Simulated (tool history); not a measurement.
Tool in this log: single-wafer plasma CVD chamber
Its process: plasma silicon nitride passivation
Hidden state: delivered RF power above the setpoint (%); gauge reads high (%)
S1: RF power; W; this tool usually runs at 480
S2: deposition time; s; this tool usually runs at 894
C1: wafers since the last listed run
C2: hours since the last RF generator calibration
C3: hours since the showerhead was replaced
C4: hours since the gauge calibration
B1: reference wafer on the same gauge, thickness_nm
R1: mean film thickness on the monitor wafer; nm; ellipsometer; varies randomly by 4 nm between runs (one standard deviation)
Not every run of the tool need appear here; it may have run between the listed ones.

{"run": 1, "hour": 0.0, "S1": 480, "S2": 894, "C1": 0, "C2": 768.9, "C3": 5514.9, "C4": 512.8, "B1": 999.648, "R1": 1163.335}
{"run": 2, "hour": 72.4, "S1": 480, "S2": 894, "C1": 206, "C2": 841.3, "C3": 5587.3, "C4": 585.2, "B1": 1001.094, "R1": 1161.91}
{"run": 3, "hour": 165.3, "S1": 480, "S2": 894, "C1": 264, "C2": 934.2, "C3": 5680.2, "C4": 678.1, "B1": 1000.25, "R1": 1158.494}
{"run": 4, "hour": 272.0, "S1": 505, "S2": 894, "C1": 303, "C2": 1040.9, "C3": 5786.9, "C4": 784.8, "B1": 1000.641, "R1": 1181.284}
{"run": 5, "hour": 341.3, "S1": 505, "S2": 894, "C1": 197, "C2": 1110.2, "C3": 5856.2, "C4": 854.1, "B1": 1000.067, "R1": 1176.509}
{"run": 6, "hour": 391.7, "S1": 505, "S2": 894, "C1": 143, "C2": 1160.6, "C3": 5906.6, "C4": 904.5, "B1": 1000.078, "R1": 1176.935}
{"run": 7, "hour": 427.8, "S1": 480, "S2": 894, "C1": 102, "C2": 1196.7, "C3": 5942.7, "C4": 940.6, "B1": 999.174, "R1": 1157.54}
{"run": 8, "hour": 499.0, "S1": 480, "S2": 894, "C1": 202, "C2": 1267.9, "C3": 6013.9, "C4": 1011.8, "B1": 1001.259, "R1": 1161.127}
{"run": 9, "hour": 600.5, "S1": 460, "S2": 937, "C1": 288, "C2": 1369.4, "C3": 6115.4, "C4": 1113.3, "B1": 1000.298, "R1": 1200.159}
{"run": 10, "hour": 700.3, "S1": 460, "S2": 937, "C1": 284, "C2": 1469.2, "C3": 6215.2, "C4": 1213.1, "B1": 999.944, "R1": 1196.834}
{"run": 11, "hour": 806.2, "S1": 480, "S2": 894, "C1": 301, "C2": 1575.1, "C3": 6321.1, "C4": 1319, "B1": 1001.143, "R1": 1153.323}
{"run": 12, "hour": 900.0, "S1": 480, "S2": 894, "C1": 267, "C2": 1668.9, "C3": 6414.9, "C4": 1412.8, "B1": 999.321, "R1": 1141.06}
{"run": 13, "hour": 999.5, "S1": 480, "S2": 894, "C1": 283, "C2": 1768.4, "C3": 6514.4, "C4": 1512.3, "B1": 999.887, "R1": 1143.312}
{"hour": 1042.8, "done": "RF generator calibrated"}
{"run": 14, "hour": 1066.6, "S1": 480, "S2": 894, "C1": 168, "C2": 23.8, "C3": 6581.5, "C4": 1579.4, "B1": 1001.385, "R1": 1172.629}
{"run": 15, "hour": 1156.2, "S1": 480, "S2": 894, "C1": 255, "C2": 113.4, "C3": 6671.1, "C4": 1669, "B1": 999.784, "R1": 1173.127}
{"run": 16, "hour": 1260.5, "S1": 480, "S2": 894, "C1": 296, "C2": 217.7, "C3": 6775.4, "C4": 1773.3, "B1": 999.402, "R1": 1173.263}
{"run": 17, "hour": 1349.7, "S1": 480, "S2": 894, "C1": 253, "C2": 306.9, "C3": 6864.6, "C4": 1862.5, "B1": 1000.17, "R1": 1168.763}
{"run": 18, "hour": 1434.0, "S1": 480, "S2": 937, "C1": 240, "C2": 391.2, "C3": 6948.9, "C4": 1946.8, "B1": 1001.503, "R1": 1230.453}
{"hour": 1598.8, "done": "showerhead replaced"}
{"run": 19, "hour": 1700.2, "S1": 480, "S2": 894, "C1": 735, "C2": 657.4, "C3": 101.4, "C4": 2213, "B1": 999.903, "R1": 1164.673}
{"run": 20, "hour": 1807.2, "S1": 480, "S2": 894, "C1": 304, "C2": 764.4, "C3": 208.4, "C4": 2320, "B1": 1001.102, "R1": 1169.75}
{"run": 21, "hour": 1900.0, "S1": 480, "S2": 894, "C1": 264, "C2": 857.2, "C3": 301.2, "C4": 2412.8, "B1": 999.921, "R1": 1161.329}
{"run": 22, "hour": 1950.2, "S1": 480, "S2": 894, "C1": 142, "C2": 907.4, "C3": 351.4, "C4": 2463, "B1": 1001.707, "R1": 1168.605}
{"hour": 1975.6, "done": "gauge calibrated"}
{"run": 23, "hour": 1989.9, "S1": 440, "S2": 758, "C1": 113, "C2": 947.1, "C3": 391.1, "C4": 14.3, "B1": 999.96, "R1": 962.312}
{"run": 24, "hour": 2096.9, "S1": 480, "S2": 894, "C1": 304, "C2": 1054.1, "C3": 498.1, "C4": 121.3, "B1": 999.52, "R1": 1153.004}
{"run": 25, "hour": 2175.5, "S1": 525, "S2": 1048, "C1": 223, "C2": 1132.7, "C3": 576.7, "C4": 199.9, "B1": 999.002, "R1": 1391.798}
{"run": 26, "hour": 2261.4, "S1": 480, "S2": 894, "C1": 244, "C2": 1218.6, "C3": 662.6, "C4": 285.8, "B1": 998.166, "R1": 1157.626}
{"run": 27, "hour": 2360.4, "S1": 480, "S2": 894, "C1": 281, "C2": 1317.6, "C3": 761.6, "C4": 384.8, "B1": 999.581, "R1": 1153.47}
{"run": 28, "hour": 2422.9, "S1": 480, "S2": 894, "C1": 177, "C2": 1380.1, "C3": 824.1, "C4": 447.3, "B1": 999.844, "R1": 1150.227}
{"run": 29, "hour": 2516.8, "S1": 420, "S2": 769, "C1": 267, "C2": 1474, "C3": 918, "C4": 541.2, "B1": 999.816, "R1": 957.196}
{"run": 30, "hour": 2615.2, "S1": 565, "S2": 825, "C1": 280, "C2": 1572.4, "C3": 1016.4, "C4": 639.6, "B1": 1000.795, "R1": 1107.999}
{"run": 31, "hour": 2699.0, "S1": 480, "S2": 761, "C1": 238, "C2": 1656.2, "C3": 1100.2, "C4": 723.4, "B1": 999.619, "R1": 974.939}
{"run": 32, "hour": 2743.0, "S1": 480, "S2": 894, "C1": 125, "C2": 1700.2, "C3": 1144.2, "C4": 767.4, "B1": 1000.526, "R1": 1147.068}
{"hour": 2751.8, "done": "RF generator calibrated"}
{"run": 33, "hour": 2786.2, "S1": 510, "S2": 1061, "C1": 100, "C2": 34.4, "C3": 1187.4, "C4": 810.6, "B1": 1000.292, "R1": 1397.201}
{"run": 34, "hour": 2859.6, "S1": 420, "S2": 993, "C1": 208, "C2": 107.8, "C3": 1260.8, "C4": 884, "B1": 999.671, "R1": 1251.416}
{"run": 35, "hour": 2929.9, "S1": 385, "S2": 1002, "C1": 200, "C2": 178.1, "C3": 1331.1, "C4": 954.3, "B1": 1000.52, "R1": 1232.485}
{"run": 36, "hour": 2980.1, "S1": 435, "S2": 733, "C1": 142, "C2": 228.3, "C3": 1381.3, "C4": 1004.5, "B1": 1000.541, "R1": 931.98}
{"run": 37, "hour": 3016.6, "S1": 480, "S2": 894, "C1": 103, "C2": 264.8, "C3": 1417.8, "C4": 1041, "B1": 999.598, "R1": 1168.713}
{"run": 38, "hour": 3090.1, "S1": 480, "S2": 894, "C1": 209, "C2": 338.3, "C3": 1491.3, "C4": 1114.5, "B1": 999.822, "R1": 1170.999}
{"run": 39, "hour": 3139.9, "S1": 445, "S2": 741, "C1": 141, "C2": 388.1, "C3": 1541.1, "C4": 1164.3, "B1": 1000.537, "R1": 941.161}
{"run": 40, "hour": 3180.0, "S1": 550, "S2": 789, "C1": 114, "C2": 428.2, "C3": 1581.2, "C4": 1204.4, "B1": 999.727, "R1": 1074.867}
{"run": 41, "hour": 3229.1, "S1": 415, "S2": 894, "C1": 139, "C2": 477.3, "C3": 1630.3, "C4": 1253.5, "B1": 1000.483, "R1": 1119.997}
{"run": 42, "hour": 3319.1, "S1": 480, "S2": 781, "C1": 256, "C2": 567.3, "C3": 1720.3, "C4": 1343.5, "B1": 1000.792, "R1": 1018.406}
{"run": 43, "hour": 3357.3, "S1": 510, "S2": 1003, "C1": 108, "C2": 605.5, "C3": 1758.5, "C4": 1381.7, "B1": 998.725, "R1": 1338.039}

Branching from run 43: 4 alternative next runs. What would each branch give?
{"run": "A", "hour": 3357.9, "S1": 480, "S2": 724, "C1": 1, "C2": 606.1, "C3": 1759.1, "C4": 1382.3, "B1": "?", "R1": "?"}
{"run": "B", "hour": 3357.9, "S1": 570, "S2": 823, "C1": 1, "C2": 606.1, "C3": 1759.1, "C4": 1382.3, "B1": "?", "R1": "?"}
{"run": "C", "hour": 3357.9, "S1": 555, "S2": 1005, "C1": 1, "C2": 606.1, "C3": 1759.1, "C4": 1382.3, "B1": "?", "R1": "?"}
{"run": "D", "hour": 3357.9, "S1": 550, "S2": 1049, "C1": 1, "C2": 606.1, "C3": 1759.1, "C4": 1382.3, "B1": "?", "R1": "?"}

run=A B1=999.506 R1=941.768
run=B B1=999.506 R1=1122.901
run=C B1=999.506 R1=1361.046
run=D B1=999.506 R1=1417.052
Take away the tool's hidden state, keep each run's random variation, and the runs would have read:
run=A R1=948.457
run=B R1=1130.876
run=C R1=1370.713
run=D R1=1427.117

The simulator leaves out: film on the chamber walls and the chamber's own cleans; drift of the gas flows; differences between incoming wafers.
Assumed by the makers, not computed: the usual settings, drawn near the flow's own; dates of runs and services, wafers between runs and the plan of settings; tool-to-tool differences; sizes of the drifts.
